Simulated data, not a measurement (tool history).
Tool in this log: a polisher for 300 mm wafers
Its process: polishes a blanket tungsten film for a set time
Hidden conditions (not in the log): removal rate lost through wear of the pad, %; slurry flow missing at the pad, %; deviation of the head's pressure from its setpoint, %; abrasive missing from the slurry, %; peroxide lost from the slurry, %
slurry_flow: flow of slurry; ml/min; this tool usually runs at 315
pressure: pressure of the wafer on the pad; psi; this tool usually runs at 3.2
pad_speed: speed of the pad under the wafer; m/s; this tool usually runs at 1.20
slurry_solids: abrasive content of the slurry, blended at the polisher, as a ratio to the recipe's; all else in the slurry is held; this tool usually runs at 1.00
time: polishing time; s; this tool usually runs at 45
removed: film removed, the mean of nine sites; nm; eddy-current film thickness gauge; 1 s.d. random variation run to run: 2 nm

run,day,slurry_flow,pressure,pad_speed,slurry_solids,time,wafers since the last listed run,wafers polished on this pad,hours since the slurry nozzle was cleaned,hours since the head pressure was calibrated,hours since the slurry blender was calibrated,hours since the slurry got fresh peroxide,"incoming thickness of the incoming film, nm",removed
1,0.000,315,3.2,1.20,1.00,45,0,1376,338.0,478.2,210.2,34.7,692.3,209.9
2,1.075,315,3.2,1.20,1.00,45,326,1703,363.8,504.0,236.0,60.5,705.2,209.6
3,3.679,315,3.2,1.20,1.00,45,790,2494,426.3,566.5,298.5,123.0,689.6,211.5
4,6.517,315,3.2,1.08,1.00,45,861,3356,494.4,634.6,366.6,191.1,702.2,193.8
5,9.100,205,3.2,1.20,1.00,45,784,4140,556.4,696.6,428.6,253.1,696.3,206.0
# day 9.362: slurry nozzle cleaned
# day 9.492: slurry blender recalibrated
6,11.325,315,3.2,1.20,1.00,45,637,4778,47.1,750.0,44.0,306.5,700.2,213.7
# day 11.938: worn pad replaced by a new one
7,12.642,315,3.2,1.20,0.75,45,349,213,78.7,781.6,75.6,338.1,704.7,184.4
# day 13.100: slurry tank refilled with fresh slurry and peroxide
8,13.808,360,3.2,1.46,1.30,45,341,555,106.7,809.6,103.6,17.0,702.8,268.6
9,15.262,315,2.2,1.20,0.90,45,441,996,141.6,844.5,138.5,51.9,696.7,154.6
# day 16.412: head pressure recalibrated
10,17.388,315,3.2,1.20,0.85,45,620,1616,192.6,23.4,189.5,102.9,695.2,182.8
11,20.304,315,3.2,1.20,1.00,45,885,2502,262.6,93.4,259.5,172.9,708.0,199.0
12,23.242,315,3.2,1.20,1.00,45,892,3395,333.1,163.9,330.0,243.4,706.5,204.7
# day 25.879: slurry blender recalibrated
13,26.175,315,3.2,1.20,1.00,34,865,4260,403.5,234.3,7.1,313.8,694.2,152.2
# day 28.642: slurry tank refilled with fresh slurry and peroxide
# day 28.838: worn pad replaced by a new one
14,28.912,315,3.2,1.20,1.00,45,768,22,469.2,300.0,72.8,6.5,699.8,205.3
15,30.042,315,2.8,1.20,0.75,45,342,365,496.3,327.1,99.9,33.6,688.6,166.3
16,32.150,315,3.2,1.20,1.00,45,640,1005,546.9,377.7,150.5,84.2,704.9,211.2
17,33.304,315,3.2,1.20,1.15,45,350,1356,574.6,405.4,178.2,111.9,703.3,218.1
# day 33.862: slurry nozzle cleaned
18,34.346,315,2.4,1.20,1.00,45,303,1659,11.6,430.4,203.2,136.9,712.4,167.0
19,35.767,315,4.0,1.20,1.00,45,431,2091,45.7,464.5,237.3,171.0,691.5,246.4
20,36.842,315,3.2,1.20,1.00,45,326,2418,71.5,490.3,263.1,196.8,706.0,209.3
21,38.242,315,3.2,1.20,1.00,45,425,2843,105.1,523.9,296.7,230.4,701.3,214.2
22,40.408,270,3.8,1.20,1.25,31,658,3501,157.1,575.9,348.7,282.4,700.2,179.6
23,41.671,420,4.0,1.20,1.00,33,383,3884,187.4,606.2,379.0,312.7,701.4,186.6
# day 43.575: slurry blender recalibrated
24,43.867,315,2.7,1.48,0.75,45,641,4526,240.1,658.9,7.0,365.4,700.3,191.0
25,46.071,230,3.2,1.20,1.00,45,669,5195,293.0,711.8,59.9,418.3,710.4,205.1

Below, some changes in removed between adjacent runs. For each, the amount present without the hidden state too (settings, incoming material, random variation) and the amount remaining for the hidden state with gauge scatter not shared by both compared results:
Run 7 -> 8: slurry_flow 315 -> 360, pad_speed 1.20 -> 1.46, slurry_solids 0.75 -> 1.30, slurry tank refilled with fresh slurry and peroxide. removed +84.2 nm: hidden state +6.3, all else +77.9.
Run 8 -> 9: slurry_flow 360 -> 315, pressure 3.2 -> 2.2, pad_speed 1.46 -> 1.20, slurry_solids 1.30 -> 0.90. removed -114.0 nm: hidden state -8.2, all else -105.8.
Run 9 -> 10: pressure 2.2 -> 3.2, slurry_solids 0.90 -> 0.85, head pressure recalibrated. removed +28.2 nm: hidden state -12.5, all else +40.7.

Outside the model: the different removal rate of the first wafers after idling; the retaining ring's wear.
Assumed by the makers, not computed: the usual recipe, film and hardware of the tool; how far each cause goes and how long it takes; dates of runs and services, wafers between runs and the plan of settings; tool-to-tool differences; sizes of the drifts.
